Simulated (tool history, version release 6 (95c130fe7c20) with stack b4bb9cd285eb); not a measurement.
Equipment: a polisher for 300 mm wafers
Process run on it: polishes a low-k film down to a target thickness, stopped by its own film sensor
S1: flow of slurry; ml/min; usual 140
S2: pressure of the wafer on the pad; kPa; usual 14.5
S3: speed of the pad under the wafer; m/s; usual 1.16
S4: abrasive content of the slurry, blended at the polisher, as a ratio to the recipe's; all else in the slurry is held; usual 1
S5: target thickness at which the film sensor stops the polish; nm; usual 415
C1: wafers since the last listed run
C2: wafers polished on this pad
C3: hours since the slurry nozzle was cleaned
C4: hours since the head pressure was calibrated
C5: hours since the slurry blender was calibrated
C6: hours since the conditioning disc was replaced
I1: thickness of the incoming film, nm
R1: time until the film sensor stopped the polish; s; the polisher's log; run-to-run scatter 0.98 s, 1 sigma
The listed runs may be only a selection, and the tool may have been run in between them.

run 1 hour=0 | S1=140 S2=14.5 S3=1.02 S4=1.15 S5=415 | C1=0 C2=2291 C3=71 C4=777.1 C5=314.7 C6=230.6 | I1=455.9 | R1=83.4
run 2 hour=48.7 | S1=140 S2=11.7 S3=1.16 S4=1 S5=409 | C1=582 C2=2873 C3=119.7 C4=825.8 C5=363.4 C6=279.3 | I1=467 | R1=137.2
run 3 hour=154.1 | S1=140 S2=11.7 S3=1.16 S4=1 S5=409 | C1=1260 C2=4133 C3=225.1 C4=931.2 C5=468.8 C6=384.7 | I1=455.5 | R1=110.4
-- hour=182 head pressure recalibrated
run 4 hour=222.7 | S1=140 S2=14.5 S3=1.16 S4=1 S5=405 | C1=796 C2=4929 C3=293.7 C4=40.7 C5=537.4 C6=453.3 | I1=458.8 | R1=116
-- hour=263.1 slurry blender recalibrated
run 5 hour=266.4 | S1=140 S2=14.5 S3=1.16 S4=1 S5=418 | C1=498 C2=5428 C3=337.4 C4=84.4 C5=3.3 C6=497 | I1=461.7 | R1=93
-- hour=297.5 conditioning disc replaced and pad reconditioned
run 6 hour=369.2 | S1=140 S2=14.5 S3=1.16 S4=1 S5=418 | C1=1205 C2=6633 C3=440.2 C4=187.2 C5=106.1 C6=71.7 | I1=451.5 | R1=73.7
-- hour=385.2 worn pad replaced by a new one
run 7 hour=412.2 | S1=110 S2=12.4 S3=1.16 S4=0.7 S5=406 | C1=466 C2=322 C3=483.2 C4=230.2 C5=149.1 C6=114.7 | I1=459.7 | R1=175.4
-- hour=479.2 slurry nozzle cleaned
run 8 hour=516.5 | S1=140 S2=16.5 S3=1.16 S4=1 S5=415 | C1=1234 C2=1557 C3=37.3 C4=334.5 C5=253.4 C6=219 | I1=453.4 | R1=73.6
run 9 hour=621 | S1=90 S2=14.5 S3=1.16 S4=1 S5=415 | C1=1249 C2=2807 C3=141.8 C4=439 C5=357.9 C6=323.5 | I1=459 | R1=104.3
run 10 hour=692.9 | S1=140 S2=14.5 S3=0.98 S4=0.8 S5=415 | C1=859 C2=3666 C3=213.7 C4=510.9 C5=429.8 C6=395.4 | I1=455.9 | R1=104.1
run 11 hour=791.8 | S1=120 S2=17.9 S3=1.16 S4=1 S5=401 | C1=1182 C2=4849 C3=312.6 C4=609.8 C5=528.7 C6=494.3 | I1=458.3 | R1=111.7
-- hour=822.7 slurry blender recalibrated
run 12 hour=887.9 | S1=140 S2=14.5 S3=1.54 S4=1.25 S5=427 | C1=1124 C2=5973 C3=408.7 C4=705.9 C5=65.2 C6=590.4 | I1=456.9 | R1=51.2
run 13 hour=933.7 | S1=100 S2=12.4 S3=1.5 S4=1 S5=402 | C1=547 C2=6521 C3=454.5 C4=751.7 C5=111 C6=636.2 | I1=461.4 | R1=142.8
-- hour=976.5 worn pad replaced by a new one
run 14 hour=977 | S1=140 S2=14.5 S3=1.16 S4=1.15 S5=423 | C1=469 C2=6 C3=497.8 C4=795 C5=154.3 C6=679.5 | I1=460.7 | R1=79.4
-- hour=991.7 conditioning disc replaced and pad reconditioned
-- hour=1042.2 slurry nozzle cleaned
run 15 hour=1077.2 | S1=140 S2=14.5 S3=1.16 S4=0.7 S5=415 | C1=1162 C2=1168 C3=35 C4=895.2 C5=254.5 C6=85.5 | I1=460.6 | R1=114
run 16 hour=1165.7 | S1=140 S2=14.5 S3=1.16 S4=1 S5=415 | C1=1058 C2=2226 C3=123.5 C4=983.7 C5=343 C6=174 | I1=465.2 | R1=105.6
run 17 hour=1247.6 | S1=125 S2=14.5 S3=1.3 S4=1 S5=415 | C1=979 C2=3205 C3=205.4 C4=1065.6 C5=424.9 C6=255.9 | I1=451 | R1=73.9
run 18 hour=1299.8 | S1=115 S2=14.5 S3=1.48 S4=1 S5=415 | C1=624 C2=3829 C3=257.6 C4=1117.8 C5=477.1 C6=308.1 | I1=455.5 | R1=81.2
-- hour=1356.5 head pressure recalibrated
run 19 hour=1383.7 | S1=105 S2=14.5 S3=1.16 S4=1 S5=426 | C1=979 C2=4808 C3=341.5 C4=27.2 C5=561 C6=392 | I1=465.1 | R1=93.1
-- hour=1446.9 slurry blender recalibrated
run 20 hour=1460.4 | S1=140 S2=14.5 S3=1.16 S4=1 S5=415 | C1=893 C2=5701 C3=418.2 C4=103.9 C5=13.5 C6=468.7 | I1=467 | R1=114.6
run 21 hour=1532.5 | S1=140 S2=14.5 S3=1.16 S4=1 S5=415 | C1=861 C2=6563 C3=490.3 C4=176 C5=85.6 C6=540.8 | I1=461.6 | R1=104.3
-- hour=1557.2 conditioning disc replaced and pad reconditioned
-- hour=1572 worn pad replaced by a new one
-- hour=1640.4 slurry nozzle cleaned
run 22 hour=1688.5 | S1=140 S2=14.5 S3=1.16 S4=1 S5=415 | C1=1781 C2=1380 C3=48.1 C4=332 C5=241.6 C6=131.3 | I1=458.9 | R1=89.5
run 23 hour=1764.2 | S1=140 S2=18.6 S3=1.46 S4=1.15 S5=421 | C1=905 C2=2285 C3=123.8 C4=407.7 C5=317.3 C6=207 | I1=469 | R1=70.9
run 24 hour=1819.1 | S1=140 S2=19.3 S3=1.16 S4=1 S5=415 | C1=656 C2=2942 C3=178.7 C4=462.6 C5=372.2 C6=261.9 | I1=452.1 | R1=65.3
run 25 hour=1897.9 | S1=140 S2=14.5 S3=1.16 S4=1 S5=420 | C1=942 C2=3884 C3=257.5 C4=541.4 C5=451 C6=340.7 | I1=458.2 | R1=81.7
run 26 hour=1983.3 | S1=115 S2=14.5 S3=1.16 S4=1 S5=415 | C1=1020 C2=4905 C3=342.9 C4=626.8 C5=536.4 C6=426.1 | I1=466.9 | R1=121.1

Had the tool no unlogged condition, and each run kept its random variation, what would the results have been?
What the log doesn't record here: removal rate lost through wear of the pad, %; slurry flow missing at the pad, %; deviation of the head's pressure from its setpoint, %; abrasive missing from the slurry, %; time polished since the conditioner stopped cutting, s.
run=1 R1=82.2
run=2 R1=134.2
run=3 R1=106
run=4 R1=109.8
run=5 R1=87.2
run=6 R1=67.3
run=7 R1=153.9
run=8 R1=72.9
run=9 R1=100.3
run=10 R1=100.3
run=11 R1=104.4
run=12 R1=47.2
run=13 R1=125.3
run=14 R1=71.4
run=15 R1=112.9
run=16 R1=103.2
run=17 R1=70.9
run=18 R1=76.7
run=19 R1=85.3
run=20 R1=105.3
run=21 R1=93.8
run=22 R1=87.9
run=23 R1=68.8
run=24 R1=62.7
run=25 R1=77.2
run=26 R1=110.3
